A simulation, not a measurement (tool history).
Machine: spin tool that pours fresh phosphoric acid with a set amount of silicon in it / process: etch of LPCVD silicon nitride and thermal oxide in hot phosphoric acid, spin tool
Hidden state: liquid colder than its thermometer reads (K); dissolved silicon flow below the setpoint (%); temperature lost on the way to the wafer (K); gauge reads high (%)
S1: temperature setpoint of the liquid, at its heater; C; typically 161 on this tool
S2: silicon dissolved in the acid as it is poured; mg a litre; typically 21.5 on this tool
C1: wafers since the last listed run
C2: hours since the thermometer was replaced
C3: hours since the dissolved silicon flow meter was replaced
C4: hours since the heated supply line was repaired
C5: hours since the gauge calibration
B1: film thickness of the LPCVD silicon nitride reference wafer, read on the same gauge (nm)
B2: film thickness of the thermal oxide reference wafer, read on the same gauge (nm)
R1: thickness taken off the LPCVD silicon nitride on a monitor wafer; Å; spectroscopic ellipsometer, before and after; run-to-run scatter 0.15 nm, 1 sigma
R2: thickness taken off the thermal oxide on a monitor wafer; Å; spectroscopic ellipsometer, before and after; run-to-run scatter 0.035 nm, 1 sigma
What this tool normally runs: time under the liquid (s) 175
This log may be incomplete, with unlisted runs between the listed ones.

Run 1, hour 0: usual settings; C1 0; C2 1173.4; C3 2014; C4 3022.4; C5 1967.2; B1 100; B2 29.974. Result: R1 164.8 Å, R2 3.32 Å.
Run 2, hour 71.1: usual settings but time under the liquid (s) 130; C1 734; C2 1244.5; C3 2085.1; C4 3093.5; C5 2038.3; B1 100; B2 29.987. Result: R1 121.3 Å, R2 2.35 Å.
At hour 89: dissolved silicon flow meter replaced.
Run 3, hour 102: usual settings but time under the liquid (s) 130; C1 308; C2 1275.4; C3 13; C4 3124.4; C5 2069.2; B1 100.01; B2 30.002. Result: R1 121.2 Å, R2 2.55 Å.
Run 4, hour 167.5: usual settings; C1 676; C2 1340.9; C3 78.5; C4 3189.9; C5 2134.7; B1 100.03; B2 30.01. Result: R1 161.9 Å, R2 3.01 Å.
At hour 209.3: heated supply line repaired.
Run 5, hour 223.3: usual settings but S1 159 C, S2 6 mg a litre, time under the liquid (s) 110; C1 566; C2 1396.7; C3 134.3; C4 14; C5 2190.5; B1 100; B2 29.993. Result: R1 96.5 Å, R2 2.35 Å.
Run 6, hour 260.4: usual settings; C1 383; C2 1433.8; C3 171.4; C4 51.1; C5 2227.6; B1 100.02; B2 30.001. Result: R1 163.2 Å, R2 3.09 Å.
Run 7, hour 316.9: usual settings but S1 159.5 C; C1 583; C2 1490.3; C3 227.9; C4 107.6; C5 2284.1; B1 99.96; B2 29.991. Result: R1 154.4 Å, R2 2.95 Å.
Run 8, hour 363.3: usual settings but S1 163 C, S2 32.5 mg a litre, time under the liquid (s) 70; C1 479; C2 1536.7; C3 274.3; C4 154; C5 2330.5; B1 100; B2 29.988. Result: R1 70 Å, R2 1.11 Å.
At hour 388.4: gauge calibrated.
Run 9, hour 527.5: usual settings but S1 163.5 C, S2 29 mg a litre, time under the liquid (s) 215; C1 1696; C2 1700.9; C3 438.5; C4 318.2; C5 139.1; B1 100.02; B2 30.012. Result: R1 219.7 Å, R2 3.81 Å.
Run 10, hour 598.8: usual settings; C1 736; C2 1772.2; C3 509.8; C4 389.5; C5 210.4; B1 100.02; B2 29.99. Result: R1 160.7 Å, R2 3.17 Å.
Run 11, hour 642.7: usual settings but S1 162.5 C, S2 29 mg a litre, time under the liquid (s) 235; C1 453; C2 1816.1; C3 553.7; C4 433.4; C5 254.3; B1 100.02; B2 30.016. Result: R1 228.5 Å, R2 3.51 Å.
Run 12, hour 693.2: usual settings but S1 159 C, S2 36 mg a litre; C1 521; C2 1866.6; C3 604.2; C4 483.9; C5 304.8; B1 100; B2 30.003. Result: R1 152 Å, R2 1.42 Å.
Run 13, hour 806.2: usual settings; C1 1167; C2 1979.6; C3 717.2; C4 596.9; C5 417.8; B1 99.95; B2 29.992. Result: R1 161.6 Å, R2 3.11 Å.
Run 14, hour 837.1: usual settings but S1 163.5 C; C1 319; C2 2010.5; C3 748.1; C4 627.8; C5 448.7; B1 99.97; B2 29.974. Result: R1 177.3 Å, R2 3.28 Å.
At hour 905.3: thermometer replaced.
Run 15, hour 907.7: usual settings; C1 719; C2 2.4; C3 818.7; C4 698.4; C5 519.3; B1 100; B2 30. Result: R1 171.2 Å, R2 2.81 Å.
Run 16, hour 959.9: usual settings; C1 539; C2 54.6; C3 870.9; C4 750.6; C5 571.5; B1 99.99; B2 30.007. Result: R1 170.3 Å, R2 3.61 Å.
Run 17, hour 1004.4: usual settings but S2 37.5 mg a litre, time under the liquid (s) 255; C1 459; C2 99.1; C3 915.4; C4 795.1; C5 616; B1 100.01; B2 29.986. Result: R1 246.3 Å, R2 2.56 Å.
Run 18, hour 1217.5: usual settings but S1 162 C, S2 6 mg a litre, time under the liquid (s) 275; C1 2202; C2 312.2; C3 1128.5; C4 1008.2; C5 829.1; B1 100.03; B2 29.987. Result: R1 276.4 Å, R2 7.37 Å.
Run 19, hour 1264.1: usual settings but S2 12.5 mg a litre, time under the liquid (s) 205; C1 481; C2 358.8; C3 1175.1; C4 1054.8; C5 875.7; B1 99.99; B2 30.003. Result: R1 195.8 Å, R2 5.24 Å.
Run 20, hour 1381: usual settings but time under the liquid (s) 275; C1 1208; C2 475.7; C3 1292; C4 1171.7; C5 992.6; B1 100.02; B2 29.987. Result: R1 270.3 Å, R2 4.7 Å.
Run 21, hour 1418.6: usual settings but S1 163 C, time under the liquid (s) 80; C1 388; C2 513.3; C3 1329.6; C4 1209.3; C5 1030.2; B1 100.03; B2 29.987. Result: R1 83 Å, R2 1.88 Å.
Run 22, hour 1469.9: usual settings; C1 530; C2 564.6; C3 1380.9; C4 1260.6; C5 1081.5; B1 100.03; B2 29.974. Result: R1 167.2 Å, R2 3.73 Å.

What differs in the tool's unlogged condition from the final listed run ahead of each entry between runs to the first listed run following it?
After run 2, before run 3: dissolved silicon flow meter replaced (hour 89)
  liquid colder than its thermometer reads (K): 1.4 -> 1.43
  measured minus no-state result, R1: -5.9 -> -6 Å; R2: -0.26 -> -0.29 Å
After run 4, before run 5: heated supply line repaired (hour 209.3)
  liquid colder than its thermometer reads (K): 1.48 -> 1.52
  measured minus no-state result, R1: -8.3 -> -5.1 Å; R2: -0.34 -> -0.28 Å
After run 8, before run 9: gauge calibrated (hour 388.4)
  liquid colder than its thermometer reads (K): 1.63 -> 1.75
  measured minus no-state result, R1: -3.9 -> -13.2 Å; R2: -0.15 -> -0.52 Å
After run 14, before run 15: thermometer replaced (hour 905.3)
  liquid colder than its thermometer reads (K): 1.99 -> 0.117
  measured minus no-state result, R1: -12.2 -> -0.7 Å; R2: -0.52 -> -0.03 Å
